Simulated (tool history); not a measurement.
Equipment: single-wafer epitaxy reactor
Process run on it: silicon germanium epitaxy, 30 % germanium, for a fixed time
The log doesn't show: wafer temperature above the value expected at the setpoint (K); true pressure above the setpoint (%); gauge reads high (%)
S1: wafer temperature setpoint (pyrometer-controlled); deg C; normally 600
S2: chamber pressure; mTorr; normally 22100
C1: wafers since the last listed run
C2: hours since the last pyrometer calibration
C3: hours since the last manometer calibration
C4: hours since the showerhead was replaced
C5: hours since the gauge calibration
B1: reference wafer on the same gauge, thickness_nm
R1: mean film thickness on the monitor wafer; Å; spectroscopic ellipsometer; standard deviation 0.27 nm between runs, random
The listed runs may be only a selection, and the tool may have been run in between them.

run     day   S1     S2    C1      C2      C3      C4      C5      B1      R1
  1   0.000  600  22100     0   867.6   855.1  5227.7   574.3  66.648  614.93
  2   8.829  600  22100  2299  1079.5  1067.0  5439.6   786.2  66.721  619.53
  3   9.988  600  22100   301  1107.3  1094.8  5467.4   814.0  66.738  620.28
  4  12.262  600  22100   592  1161.9  1149.4  5522.0   868.6  66.664  619.00
  5  14.971  600  22100   705  1226.9  1214.4  5587.0   933.6  66.774  618.26
  6  17.867  600  22100   754  1296.4  1283.9  5656.5  1003.1  66.604  619.56
  7  19.275  600  22100   366  1330.2  1317.7  5690.3  1036.9  66.659  618.39
     23.100  -- gauge calibrated
  8  23.879  600  22100  1199  1440.7  1428.2  5800.8    18.7  66.536  612.62
  9  26.842  600  22100   771  1511.8  1499.3  5871.9    89.8  66.709  616.30
 10  29.283  600  22100   635  1570.4  1557.9  5930.5   148.4  66.737  623.54
     30.729  -- capacitance manometer re-zeroed and calibrated
 11  31.521  600  22100   495  1624.1    19.0  5984.2   202.1  66.804  622.40
 12  34.475  600  22100   769  1695.0    89.9  6055.1   273.0  66.635  620.34
 13  35.796  589  19600   344  1726.7   121.6  6086.8   304.7  66.691  470.73
 14  37.700  600  26600   495  1772.4   167.3  6132.5   350.4  66.735  668.54
     39.754  -- showerhead replaced
 15  39.775  600  23500   453  1822.2   217.1     0.5   400.2  66.794  632.66
     40.996  -- pyrometer calibrated
 16  41.188  600  22100   281     4.6   251.0    34.4   434.1  66.703  621.73
 17  42.729  610  27200   401    41.6   288.0    71.4   471.1  66.670  824.71
 18  43.838  589  26600   288    68.2   314.6    98.0   497.7  66.613  533.84
 19  45.804  600  22100   512   115.4   361.8   145.2   544.9  66.783  616.58
 20  48.383  611  22100   671   177.3   423.7   207.1   606.8  66.732  771.15
 21  49.921  600  16700   400   214.2   460.6   244.0   643.7  66.628  546.89
 22  50.938  586  24100   264   238.6   485.0   268.4   668.1  66.677  480.60
 23  52.096  614  22100   301   266.4   512.8   296.2   695.9  66.782  825.84
 24  53.200  600  22100   287   292.9   539.3   322.7   722.4  66.692  619.51
 25  54.575  600  20400   358   325.9   572.3   355.7   755.4  66.770  595.42
 26  57.462  615  25200   752   395.2   641.6   425.0   824.7  66.594  876.36

Give the tool's hidden conditions for every run:
wafer temperature above the value expected at the setpoint (K): 0 across all the runs
true pressure above the setpoint (%): 0 across all the runs
gauge reads high (%): 0 across all the runs
